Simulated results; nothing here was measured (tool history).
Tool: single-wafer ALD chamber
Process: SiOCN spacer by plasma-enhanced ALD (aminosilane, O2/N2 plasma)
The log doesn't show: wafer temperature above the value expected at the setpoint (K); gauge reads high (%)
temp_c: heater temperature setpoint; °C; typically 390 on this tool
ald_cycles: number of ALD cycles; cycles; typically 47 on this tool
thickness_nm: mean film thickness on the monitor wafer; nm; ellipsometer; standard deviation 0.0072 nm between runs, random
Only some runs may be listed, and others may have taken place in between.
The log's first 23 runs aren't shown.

run	hour	temp_c	ald_cycles	wafers since the last listed run	hours since the last thermocouple change	hours since the gauge calibration	read-back reference wafer on the same gauge, thickness_nm	thickness_nm
24	328.8	395	43	90	1322	30.9	3.189	2.645
25	340	390	47	70	1333.2	42.1	3.188	2.897
26	352	390	43	75	1345.2	54.1	3.187	2.653
# hour 369.1: thermocouple changed; heater temperature recalibrated
27	369.6	384	41	60	0.5	71.7	3.188	2.532
28	374.2	401	47	29	5.1	76.3	3.19	2.876
29	390.4	396	47	102	21.3	92.5	3.187	2.885
30	402.8	401	39	78	33.7	104.9	3.186	2.393
31	411.3	390	47	53	42.2	113.4	3.188	2.891
32	441.8	386	54	192	72.7	143.9	3.184	3.324
33	449	390	47	45	79.9	151.1	3.184	2.894
34	461.1	380	42	76	92	163.2	3.184	2.59
35	491.1	390	47	189	122	193.2	3.179	2.89
36	525.9	396	47	219	156.8	228	3.176	2.886

What if the next run were any one of these 4? Each begins from the tool's condition after run 36:
A	526.4	390	47	3	157.3	228.5	?	?
B	526.4	390	55	3	157.3	228.5	?	?
C	526.4	382	55	3	157.3	228.5	?	?
D	526.4	390	54	3	157.3	228.5	?	?

run	read-back reference wafer on the same gauge, thickness_nm	thickness_nm
A	3.174	2.888
B	3.174	3.38
C	3.174	3.38
D	3.174	3.318
With the hidden condition removed and each run's random variation left untouched, the same runs would have given:
run	thickness_nm
A	2.901
B	3.395
C	3.395
D	3.333

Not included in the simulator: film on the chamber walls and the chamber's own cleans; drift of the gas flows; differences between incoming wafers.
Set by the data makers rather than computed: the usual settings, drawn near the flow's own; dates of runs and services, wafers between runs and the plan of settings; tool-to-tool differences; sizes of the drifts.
